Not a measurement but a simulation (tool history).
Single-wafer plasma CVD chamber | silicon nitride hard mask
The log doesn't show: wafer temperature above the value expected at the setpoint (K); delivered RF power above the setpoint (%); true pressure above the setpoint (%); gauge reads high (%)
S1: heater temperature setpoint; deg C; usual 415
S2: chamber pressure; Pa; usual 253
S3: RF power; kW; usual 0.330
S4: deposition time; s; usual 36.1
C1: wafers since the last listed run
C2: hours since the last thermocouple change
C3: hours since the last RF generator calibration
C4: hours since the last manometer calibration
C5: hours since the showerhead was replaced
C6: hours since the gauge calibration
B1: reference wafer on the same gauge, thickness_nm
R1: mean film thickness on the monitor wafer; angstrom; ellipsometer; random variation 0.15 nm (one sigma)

| run | hour | S1 | S2 | S3 | S4 | C1 | C2 | C3 | C4 | C5 | C6 | B1 | R1 |
|---|---|---|---|---|---|---|---|---|---|---|---|---|---|
| 1 | 0.0 | 404 | 253 | 0.330 | 36.1 | 0 | 1800.6 | 388.7 | 2792.3 | 2074.1 | 723.6 | 37.856 | 401.26 |
| 2 | 71.1 | 404 | 253 | 0.330 | 36.1 | 1513 | 1871.7 | 459.8 | 2863.4 | 2145.2 | 794.7 | 37.900 | 403.74 |
| 3 | 116.3 | 415 | 253 | 0.330 | 36.1 | 961 | 1916.9 | 505.0 | 2908.6 | 2190.4 | 839.9 | 37.937 | 402.65 |
| 4 | 177.6 | 415 | 253 | 0.300 | 30.7 | 1304 | 1978.2 | 566.3 | 2969.9 | 2251.7 | 901.2 | 38.018 | 327.29 |
| 5 | 205.0 | 415 | 253 | 0.300 | 30.7 | 583 | 2005.6 | 593.7 | 2997.3 | 2279.1 | 928.6 | 38.061 | 325.20 |
| 6 | 280.9 | 415 | 253 | 0.300 | 30.7 | 1615 | 2081.5 | 669.6 | 3073.2 | 2355.0 | 1004.5 | 38.082 | 326.91 |
| 7 | 346.8 | 415 | 231 | 0.330 | 36.1 | 1402 | 2147.4 | 735.5 | 3139.1 | 2420.9 | 1070.4 | 38.234 | 390.26 |
|  | 359.6 | gauge calibrated |
| 8 | 395.1 | 415 | 231 | 0.330 | 36.1 | 1027 | 2195.7 | 783.8 | 3187.4 | 2469.2 | 35.5 | 37.373 | 383.12 |
|  | 433.6 | RF generator calibrated |
| 9 | 459.0 | 415 | 231 | 0.330 | 36.1 | 1189 | 2259.6 | 25.4 | 3251.3 | 2533.1 | 99.4 | 37.528 | 381.03 |
| 10 | 500.0 | 415 | 253 | 0.330 | 36.1 | 872 | 2300.6 | 66.4 | 3292.3 | 2574.1 | 140.4 | 37.442 | 394.87 |
| 11 | 557.4 | 415 | 316 | 0.385 | 36.1 | 1221 | 2358.0 | 123.8 | 3349.7 | 2631.5 | 197.8 | 37.541 | 459.81 |
|  | 574.6 | capacitance manometer re-zeroed and calibrated |
|  | 595.2 | thermocouple changed; heater temperature recalibrated |
| 12 | 595.7 | 415 | 253 | 0.330 | 36.1 | 474 | 0.5 | 162.1 | 21.1 | 2669.8 | 236.1 | 37.529 | 396.03 |
|  | 780.4 | showerhead replaced |
| 13 | 796.1 | 415 | 304 | 0.330 | 41.4 | 4094 | 200.9 | 362.5 | 221.5 | 15.7 | 436.5 | 37.787 | 486.63 |
| 14 | 833.9 | 430 | 253 | 0.330 | 36.1 | 804 | 238.7 | 400.3 | 259.3 | 53.5 | 474.3 | 37.768 | 393.78 |
| 15 | 905.8 | 430 | 253 | 0.330 | 36.1 | 1530 | 310.6 | 472.2 | 331.2 | 125.4 | 546.2 | 37.836 | 395.47 |
| 16 | 959.7 | 420 | 317 | 0.385 | 36.1 | 1146 | 364.5 | 526.1 | 385.1 | 179.3 | 600.1 | 37.825 | 461.34 |
| 17 | 984.1 | 420 | 253 | 0.330 | 36.1 | 519 | 388.9 | 550.5 | 409.5 | 203.7 | 624.5 | 37.882 | 398.01 |
| 18 | 1026.0 | 400 | 253 | 0.330 | 36.1 | 891 | 430.8 | 592.4 | 451.4 | 245.6 | 666.4 | 37.933 | 402.66 |
| 19 | 1096.5 | 415 | 253 | 0.330 | 36.1 | 1500 | 501.3 | 662.9 | 521.9 | 316.1 | 736.9 | 37.985 | 400.92 |
| 20 | 1125.8 | 415 | 253 | 0.330 | 36.1 | 623 | 530.6 | 692.2 | 551.2 | 345.4 | 766.2 | 37.934 | 400.37 |

4 ways to go on from here, each from the tool as it stands after run 20. What would each give?
| A | 1126.2 | 415 | 272 | 0.330 | 36.1 | 8 | 531.0 | 692.6 | 551.6 | 345.8 | 766.6 | ? | ? |
| B | 1126.2 | 422 | 253 | 0.330 | 42.1 | 8 | 531.0 | 692.6 | 551.6 | 345.8 | 766.6 | ? | ? |
| C | 1126.2 | 404 | 304 | 0.295 | 38.5 | 8 | 531.0 | 692.6 | 551.6 | 345.8 | 766.6 | ? | ? |
| D | 1126.2 | 428 | 275 | 0.305 | 31.2 | 8 | 531.0 | 692.6 | 551.6 | 345.8 | 766.6 | ? | ? |

| run | B1 | R1 |
|---|---|---|
| A | 38.016 | 409.98 |
| B | 38.016 | 465.17 |
| C | 38.016 | 430.26 |
| D | 38.016 | 339.38 |
Without the tool's hidden state the same runs would have given:
| run | R1 |
|---|---|
| A | 403.33 |
| B | 457.63 |
| C | 423.28 |
| D | 333.87 |
